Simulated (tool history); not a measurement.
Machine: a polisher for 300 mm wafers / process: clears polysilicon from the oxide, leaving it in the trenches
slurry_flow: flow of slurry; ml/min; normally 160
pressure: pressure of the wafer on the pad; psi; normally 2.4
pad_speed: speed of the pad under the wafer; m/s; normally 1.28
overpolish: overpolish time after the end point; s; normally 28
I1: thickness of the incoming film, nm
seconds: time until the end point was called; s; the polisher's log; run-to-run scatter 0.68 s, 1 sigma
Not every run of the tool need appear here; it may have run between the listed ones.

{"run": 1, "hour": 0.0, "slurry_flow": 160, "pressure": 2.4, "pad_speed": 1.28, "overpolish": 28, "I1": 765.7, "seconds": 47.9}
{"hour": 40.9, "done": "worn pad replaced by a new one"}
{"run": 2, "hour": 94.8, "slurry_flow": 160, "pressure": 2.4, "pad_speed": 1.28, "overpolish": 28, "I1": 772.1, "seconds": 44.0}
{"run": 3, "hour": 152.1, "slurry_flow": 160, "pressure": 2.4, "pad_speed": 1.28, "overpolish": 28, "I1": 772.6, "seconds": 45.8}
{"hour": 187.1, "done": "slurry nozzle cleaned"}
{"run": 4, "hour": 205.1, "slurry_flow": 160, "pressure": 2.4, "pad_speed": 1.28, "overpolish": 28, "I1": 772.8, "seconds": 47.5}
{"hour": 278.1, "done": "worn pad replaced by a new one"}
{"run": 5, "hour": 302.6, "slurry_flow": 160, "pressure": 2.4, "pad_speed": 1.28, "overpolish": 28, "I1": 755.9, "seconds": 43.4}
{"run": 6, "hour": 392.0, "slurry_flow": 160, "pressure": 2.4, "pad_speed": 1.28, "overpolish": 28, "I1": 769.4, "seconds": 46.3}
{"run": 7, "hour": 492.4, "slurry_flow": 160, "pressure": 2.4, "pad_speed": 1.28, "overpolish": 28, "I1": 778.4, "seconds": 48.8}
{"hour": 509.9, "done": "worn pad replaced by a new one"}
{"hour": 526.0, "done": "slurry nozzle cleaned"}
{"run": 8, "hour": 594.4, "slurry_flow": 160, "pressure": 2.4, "pad_speed": 1.28, "overpolish": 28, "I1": 765.5, "seconds": 44.1}
{"hour": 612.4, "done": "head pressure recalibrated"}
{"run": 9, "hour": 662.3, "slurry_flow": 160, "pressure": 2.4, "pad_speed": 1.0, "overpolish": 35, "I1": 776.9, "seconds": 59.3}
{"hour": 729.1, "done": "worn pad replaced by a new one"}
{"run": 10, "hour": 734.2, "slurry_flow": 160, "pressure": 2.4, "pad_speed": 1.66, "overpolish": 28, "I1": 767.8, "seconds": 32.5}
{"run": 11, "hour": 808.1, "slurry_flow": 175, "pressure": 2.4, "pad_speed": 1.28, "overpolish": 28, "I1": 776.4, "seconds": 43.9}
{"hour": 857.9, "done": "slurry nozzle cleaned"}
{"run": 12, "hour": 866.6, "slurry_flow": 125, "pressure": 2.4, "pad_speed": 1.28, "overpolish": 28, "I1": 767.5, "seconds": 49.6}
{"run": 13, "hour": 936.7, "slurry_flow": 160, "pressure": 2.4, "pad_speed": 1.28, "overpolish": 28, "I1": 777.5, "seconds": 49.9}
{"hour": 960.5, "done": "worn pad replaced by a new one"}
{"run": 14, "hour": 1007.4, "slurry_flow": 160, "pressure": 2.4, "pad_speed": 1.28, "overpolish": 28, "I1": 768.9, "seconds": 44.1}
{"run": 15, "hour": 1094.1, "slurry_flow": 160, "pressure": 2.1, "pad_speed": 1.28, "overpolish": 28, "I1": 770.0, "seconds": 51.4}

4 options for the next run, each taken on its own from the tool as it stands now. Forecast them:
{"run": "A", "hour": 1094.6, "slurry_flow": 160, "pressure": 2.4, "pad_speed": 1.28, "overpolish": 28, "I1": 777.6, "seconds": "?"}
{"run": "B", "hour": 1094.6, "slurry_flow": 115, "pressure": 3.1, "pad_speed": 1.4, "overpolish": 22, "I1": 777.6, "seconds": "?"}
{"run": "C", "hour": 1094.6, "slurry_flow": 110, "pressure": 2.4, "pad_speed": 1.56, "overpolish": 33, "I1": 777.6, "seconds": "?"}
{"run": "D", "hour": 1094.6, "slurry_flow": 160, "pressure": 2.4, "pad_speed": 0.92, "overpolish": 17, "I1": 777.6, "seconds": "?"}

run=A seconds=47.2
run=B seconds=36.8
run=C seconds=41.9
run=D seconds=65.6
Take away the tool's hidden state, keep each run's random variation, and the runs would have read:
run=A seconds=43.5
run=B seconds=33.9
run=C seconds=38.7
run=D seconds=60.6
